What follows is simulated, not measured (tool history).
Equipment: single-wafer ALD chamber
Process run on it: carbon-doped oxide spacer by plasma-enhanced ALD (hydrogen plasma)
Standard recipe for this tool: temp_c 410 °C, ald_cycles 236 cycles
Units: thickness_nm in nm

run,hour,temp_c,ald_cycles,wafers since the last listed run,hours since the last thermocouple change,hours since the gauge calibration,"read-back reference wafer on the same gauge, thickness_nm",thickness_nm
1,0.0,410,248,0,1327.4,1661.9,10.384,11.245
2,45.9,410,248,53,1373.3,1707.8,10.393,11.252
3,78.1,410,236,37,1405.5,1740.0,10.387,10.652
4,116.6,403,236,45,1444.0,1778.5,10.383,10.926
5,264.0,403,236,173,1591.4,1925.9,10.363,10.844
6,301.1,403,236,43,1628.5,1963.0,10.371,10.826
7,361.1,410,224,70,1688.5,2023.0,10.390,10.126
8,396.1,410,224,41,1723.5,2058.0,10.372,10.054
9,463.5,410,224,79,1790.9,2125.4,10.369,10.110
10,512.8,410,236,57,1840.2,2174.7,10.346,10.612
11,560.1,413,236,55,1887.5,2222.0,10.344,10.485
12,592.2,419,213,37,1919.6,2254.1,10.320,9.194
# hour 725.1: gauge calibrated
13,771.6,410,236,210,2099.0,46.5,10.923,11.283
14,819.2,410,236,55,2146.6,94.1,10.894,11.157
15,890.5,410,236,83,2217.9,165.4,10.837,11.098
16,949.4,410,236,69,2276.8,224.3,10.794,11.065
17,974.6,410,265,29,2302.0,249.5,10.828,12.315
18,1035.5,410,265,71,2362.9,310.4,10.781,12.274
19,1093.8,410,265,68,2421.2,368.7,10.742,12.387
20,1161.7,410,236,79,2489.1,436.6,10.733,10.955
21,1194.4,410,236,38,2521.8,469.3,10.714,11.030
# hour 1217.3: thermocouple changed; heater temperature recalibrated
22,1260.6,410,236,68,43.3,535.5,10.679,10.984
23,1461.2,410,236,235,243.9,736.1,10.640,10.903
24,1501.2,397,236,47,283.9,776.1,10.629,11.224
25,1525.5,425,249,28,308.2,800.4,10.629,10.876
26,1575.6,420,283,58,358.3,850.5,10.601,12.558
27,1628.4,398,203,62,411.1,903.3,10.614,9.564
28,1699.7,414,193,83,482.4,974.6,10.587,8.741
29,1753.8,410,236,63,536.5,1028.7,10.574,10.826
30,1882.1,425,273,150,664.8,1157.0,10.539,11.886
31,1933.7,403,278,60,716.4,1208.6,10.533,13.008
32,1958.5,399,236,29,741.2,1233.4,10.517,11.111
33,2007.1,410,236,57,789.8,1282.0,10.495,10.773
34,2053.9,410,236,55,836.6,1328.8,10.522,10.708
35,2122.2,410,236,80,904.9,1397.1,10.489,10.806
36,2167.4,410,257,53,950.1,1442.3,10.505,11.668
37,2213.9,419,213,54,996.6,1488.8,10.505,9.402
38,2276.9,402,254,74,1059.6,1551.8,10.498,11.945
39,2336.0,419,204,69,1118.7,1610.9,10.467,8.936
40,2371.1,416,236,41,1153.8,1646.0,10.481,10.502
41,2436.7,410,236,77,1219.4,1711.6,10.477,10.770
42,2501.9,425,192,76,1284.6,1776.8,10.459,8.319
43,2563.7,410,196,72,1346.4,1838.6,10.446,8.875
44,2603.5,414,193,46,1386.2,1878.4,10.470,8.704
45,2747.3,410,236,169,1530.0,2022.2,10.460,10.608
46,2799.0,410,203,60,1581.7,2073.9,10.434,9.191
47,2828.8,404,214,35,1611.5,2103.7,10.432,9.922

3 ways to go on from here, each from the tool as it stands after run 47. What would each give?
A,2829.6,410,236,0,1612.3,2104.5,?,?
B,2829.6,405,236,0,1612.3,2104.5,?,?
C,2829.6,398,249,0,1612.3,2104.5,?,?

run,"read-back reference wafer on the same gauge, thickness_nm",thickness_nm
A,10.431,10.744
B,10.431,10.918
C,10.431,11.686
With the hidden condition removed and each run's random variation left untouched, the same runs would have given:
run,thickness_nm
A,11.215
B,11.397
C,12.199

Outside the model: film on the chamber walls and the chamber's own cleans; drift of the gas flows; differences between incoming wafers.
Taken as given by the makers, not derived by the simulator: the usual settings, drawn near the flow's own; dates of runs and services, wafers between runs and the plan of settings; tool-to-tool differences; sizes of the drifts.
